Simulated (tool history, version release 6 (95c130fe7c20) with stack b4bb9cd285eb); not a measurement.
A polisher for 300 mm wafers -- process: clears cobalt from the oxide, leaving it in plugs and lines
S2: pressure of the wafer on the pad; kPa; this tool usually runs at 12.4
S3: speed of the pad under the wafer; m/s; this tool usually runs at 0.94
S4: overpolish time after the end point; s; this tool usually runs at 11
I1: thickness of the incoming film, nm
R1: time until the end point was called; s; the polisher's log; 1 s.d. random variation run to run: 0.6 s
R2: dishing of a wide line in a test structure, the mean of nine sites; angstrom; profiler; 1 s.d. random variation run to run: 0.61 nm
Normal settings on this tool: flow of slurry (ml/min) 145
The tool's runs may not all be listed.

Run 1, hour 0.0: usual settings but S2 15.9 kPa; I1 333.0. Result: R1 52.7 s, R2 425 angstrom.
Run 2, hour 14.7: usual settings but S2 15.9 kPa; I1 330.1. Result: R1 52.4 s, R2 413 angstrom.
Run 3, hour 46.7: usual settings but S2 15.9 kPa; I1 330.3. Result: R1 52.1 s, R2 426 angstrom.
Run 4, hour 79.8: usual settings but S4 7 s; I1 331.5. Result: R1 67.4 s, R2 275 angstrom.
At hour 102.4: worn pad replaced by a new one.
Run 5, hour 111.7: usual settings but S4 7 s; I1 327.6. Result: R1 66.7 s, R2 259 angstrom.
Run 6, hour 137.5: usual settings; I1 325.2. Result: R1 64.2 s, R2 353 angstrom.
Run 7, hour 153.3: usual settings; I1 328.9. Result: R1 66.5 s, R2 369 angstrom.
Run 8, hour 165.7: usual settings; I1 336.9. Result: R1 68.3 s, R2 366 angstrom.
At hour 171.5: slurry nozzle cleaned.
Run 9, hour 188.8: usual settings; I1 331.0. Result: R1 67.3 s, R2 367 angstrom.
Run 10, hour 216.7: usual settings; I1 324.6. Result: R1 65.8 s, R2 372 angstrom.
Run 11, hour 237.9: usual settings; I1 334.5. Result: R1 66.9 s, R2 370 angstrom.
Run 12, hour 250.9: usual settings; I1 327.0. Result: R1 66.1 s, R2 360 angstrom.
Run 13, hour 270.3: usual settings but flow of slurry (ml/min) 135, S4 13 s; I1 327.2. Result: R1 66.4 s, R2 404 angstrom.
At hour 283.4: worn pad replaced by a new one.
Run 14, hour 284.0: usual settings but flow of slurry (ml/min) 135, S4 13 s; I1 333.6. Result: R1 66.9 s, R2 396 angstrom.
Run 15, hour 314.7: usual settings but S2 16.5 kPa, S4 13 s; I1 327.1. Result: R1 49.4 s, R2 474 angstrom.
Run 16, hour 346.6: usual settings but flow of slurry (ml/min) 175, S2 14.5 kPa, S3 1.20 m/s, S4 13 s; I1 328.4. Result: R1 44.5 s, R2 494 angstrom.
Run 17, hour 375.5: usual settings but flow of slurry (ml/min) 175, S2 9.0 kPa, S3 0.66 m/s, S4 15 s; I1 328.6. Result: R1 118.2 s, R2 306 angstrom.
Run 18, hour 402.0: usual settings but S3 1.12 m/s; I1 334.2. Result: R1 57.7 s, R2 416 angstrom.
Run 19, hour 419.9: usual settings; I1 323.2. Result: R1 64.6 s, R2 360 angstrom.
At hour 483.0: slurry nozzle cleaned.
Run 20, hour 498.4: usual settings but flow of slurry (ml/min) 175, S2 15.2 kPa, S3 1.02 m/s, S4 7 s; I1 336.0. Result: R1 51.0 s, R2 325 angstrom.
At hour 509.7: worn pad replaced by a new one.
Run 21, hour 520.5: usual settings but flow of slurry (ml/min) 170, S2 15.2 kPa, S3 1.08 m/s, S4 17 s; I1 335.8. Result: R1 46.8 s, R2 539 angstrom.
Run 22, hour 544.2: usual settings; I1 327.1. Result: R1 65.0 s, R2 366 angstrom.
Run 23, hour 562.3: usual settings but flow of slurry (ml/min) 130, S2 9.0 kPa, S4 8 s; I1 329.6. Result: R1 93.6 s, R2 221 angstrom.
Run 24, hour 583.5: usual settings but flow of slurry (ml/min) 160, S2 16.5 kPa; I1 332.5. Result: R1 48.8 s, R2 432 angstrom.
Run 25, hour 599.4: usual settings; I1 333.3. Result: R1 66.1 s, R2 360 angstrom.
At hour 608.6: head pressure recalibrated.
Run 26, hour 632.6: usual settings but flow of slurry (ml/min) 105, S4 13 s; I1 335.9. Result: R1 75.6 s, R2 381 angstrom.
Run 27, hour 665.5: usual settings but flow of slurry (ml/min) 185, S2 10.3 kPa, S4 9 s; I1 326.8. Result: R1 79.5 s, R2 271 angstrom.
Run 28, hour 691.2: usual settings but flow of slurry (ml/min) 100, S2 11.0 kPa, S3 1.16 m/s; I1 330.5. Result: R1 69.4 s, R2 352 angstrom.
Run 29, hour 711.7: usual settings but flow of slurry (ml/min) 170, S3 1.22 m/s; I1 327.7. Result: R1 54.1 s, R2 421 angstrom.
At hour 729.7: worn pad replaced by a new one.
Run 30, hour 733.4: usual settings; I1 330.8. Result: R1 68.6 s, R2 358 angstrom.
Run 31, hour 751.9: usual settings; I1 327.5. Result: R1 68.7 s, R2 352 angstrom.
Run 32, hour 778.9: usual settings but flow of slurry (ml/min) 120, S2 13.8 kPa, S3 0.70 m/s, S4 13 s; I1 327.0. Result: R1 81.1 s, R2 354 angstrom.
At hour 800.9: slurry nozzle cleaned.
Run 33, hour 812.1: usual settings; I1 329.8. Result: R1 69.6 s, R2 352 angstrom.
Run 34, hour 827.6: usual settings but S3 0.76 m/s, S4 5 s; I1 324.1. Result: R1 80.8 s, R2 171 angstrom.
Run 35, hour 860.4: usual settings but flow of slurry (ml/min) 170, S3 1.22 m/s; I1 333.7. Result: R1 53.5 s, R2 410 angstrom.
Run 36, hour 894.8: usual settings but flow of slurry (ml/min) 180, S2 9.0 kPa, S3 0.82 m/s, S4 8 s; I1 329.9. Result: R1 100.2 s, R2 208 angstrom.

Hidden state or all else? Some run-to-run changes of R1, split into what the settings, what came in and random variation would give without the hidden state, and what is left for the hidden state (with any gauge scatter that isn't in both results):
The tool's hidden condition here consists of: removal rate lost through wear of the pad, %; slurry flow missing at the pad, %; deviation of the head's pressure from its setpoint, %.
Run 16 -> 17: S2 14.5 -> 9.0, S3 1.20 -> 0.66, S4 13 -> 15. R1 +73.7 s: hidden state -5.2, all else +78.9.
Run 17 -> 18: flow of slurry (ml/min) 175 -> 145, S2 9.0 -> 12.4, S3 0.66 -> 1.12, S4 15 -> 11. R1 -60.5 s: hidden state +4.2, all else -64.7.
Run 25 -> 26: flow of slurry (ml/min) 145 -> 105, S4 11 -> 13, head pressure recalibrated. R1 +9.5 s: hidden state +4.2, all else +5.3.
Run 35 -> 36: flow of slurry (ml/min) 170 -> 180, S2 12.4 -> 9.0, S3 1.22 -> 0.82, S4 11 -> 8. R1 +46.7 s: hidden state -2.2, all else +48.9.

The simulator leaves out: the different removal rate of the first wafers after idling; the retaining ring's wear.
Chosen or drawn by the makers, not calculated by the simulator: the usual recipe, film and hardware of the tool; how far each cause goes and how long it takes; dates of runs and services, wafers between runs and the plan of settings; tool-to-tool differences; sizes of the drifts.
